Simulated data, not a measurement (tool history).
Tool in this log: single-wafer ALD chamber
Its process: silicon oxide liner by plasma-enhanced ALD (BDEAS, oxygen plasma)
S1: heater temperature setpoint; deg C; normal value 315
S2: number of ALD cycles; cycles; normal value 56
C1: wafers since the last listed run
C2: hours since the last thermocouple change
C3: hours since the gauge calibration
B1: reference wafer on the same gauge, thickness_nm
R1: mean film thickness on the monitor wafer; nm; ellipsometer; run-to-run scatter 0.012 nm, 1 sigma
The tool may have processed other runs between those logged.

run 1 hour=0 | S1=315 S2=56 | C1=0 C2=1202.4 C3=127.3 | B1=5.244 | R1=4.875
run 2 hour=14.4 | S1=315 S2=56 | C1=104 C2=1216.8 C3=141.7 | B1=5.243 | R1=4.872
run 3 hour=21.9 | S1=315 S2=56 | C1=54 C2=1224.3 C3=149.2 | B1=5.244 | R1=4.859
run 4 hour=32.3 | S1=315 S2=56 | C1=75 C2=1234.7 C3=159.6 | B1=5.238 | R1=4.896
run 5 hour=48.6 | S1=315 S2=56 | C1=117 C2=1251 C3=175.9 | B1=5.234 | R1=4.867
run 6 hour=57.5 | S1=315 S2=56 | C1=64 C2=1259.9 C3=184.8 | B1=5.232 | R1=4.869
run 7 hour=70.4 | S1=315 S2=56 | C1=93 C2=1272.8 C3=197.7 | B1=5.222 | R1=4.865
run 8 hour=78.5 | S1=315 S2=56 | C1=58 C2=1280.9 C3=205.8 | B1=5.223 | R1=4.876
run 9 hour=93 | S1=315 S2=56 | C1=104 C2=1295.4 C3=220.3 | B1=5.216 | R1=4.857
run 10 hour=110.9 | S1=315 S2=56 | C1=129 C2=1313.3 C3=238.2 | B1=5.214 | R1=4.827
-- hour=122.2 gauge calibrated
run 11 hour=128.8 | S1=311 S2=52 | C1=129 C2=1331.2 C3=6.6 | B1=5.252 | R1=4.556
run 12 hour=138.9 | S1=322 S2=59 | C1=73 C2=1341.3 C3=16.7 | B1=5.252 | R1=5.087
run 13 hour=147.8 | S1=305 S2=45 | C1=64 C2=1350.2 C3=25.6 | B1=5.255 | R1=4.007
run 14 hour=161.9 | S1=304 S2=51 | C1=102 C2=1364.3 C3=39.7 | B1=5.252 | R1=4.517
run 15 hour=178.6 | S1=315 S2=56 | C1=120 C2=1381 C3=56.4 | B1=5.247 | R1=4.899
-- hour=200.3 thermocouple changed; heater temperature recalibrated
run 16 hour=200.8 | S1=305 S2=49 | C1=102 C2=0.5 C3=78.6 | B1=5.248 | R1=4.35
run 17 hour=211 | S1=325 S2=56 | C1=73 C2=10.7 C3=88.8 | B1=5.244 | R1=4.808
run 18 hour=223.8 | S1=305 S2=64 | C1=92 C2=23.5 C3=101.6 | B1=5.247 | R1=5.665
run 19 hour=234.8 | S1=310 S2=56 | C1=79 C2=34.5 C3=112.6 | B1=5.243 | R1=4.925
run 20 hour=242 | S1=315 S2=56 | C1=52 C2=41.7 C3=119.8 | B1=5.242 | R1=4.874
run 21 hour=251.7 | S1=308 S2=46 | C1=70 C2=51.4 C3=129.5 | B1=5.241 | R1=4.046

Pick out some run-to-run changes in R1. Of each, how much would a tool without hidden state show as well, from the settings, what came in and chance, and how much is left for the hidden state and any gauge scatter not in both results compared?
Hidden conditions of the tool in this case: wafer temperature above the value expected at the setpoint (K); gauge reads high (%).
Run 9 -> 10: nothing adjusted, nothing logged. R1 -0.03 nm: hidden state -0.006, all else -0.024.
Run 10 -> 11: S1 315 -> 311, S2 56 -> 52, gauge calibrated. R1 -0.271 nm: hidden state +0.039, all else -0.31.
Run 12 -> 13: S1 322 -> 305, S2 59 -> 45. R1 -1.08 nm: hidden state +0.001, all else -1.081.
Run 17 -> 18: S1 325 -> 305, S2 56 -> 64. R1 +0.857 nm: hidden state -0.004, all else +0.861.

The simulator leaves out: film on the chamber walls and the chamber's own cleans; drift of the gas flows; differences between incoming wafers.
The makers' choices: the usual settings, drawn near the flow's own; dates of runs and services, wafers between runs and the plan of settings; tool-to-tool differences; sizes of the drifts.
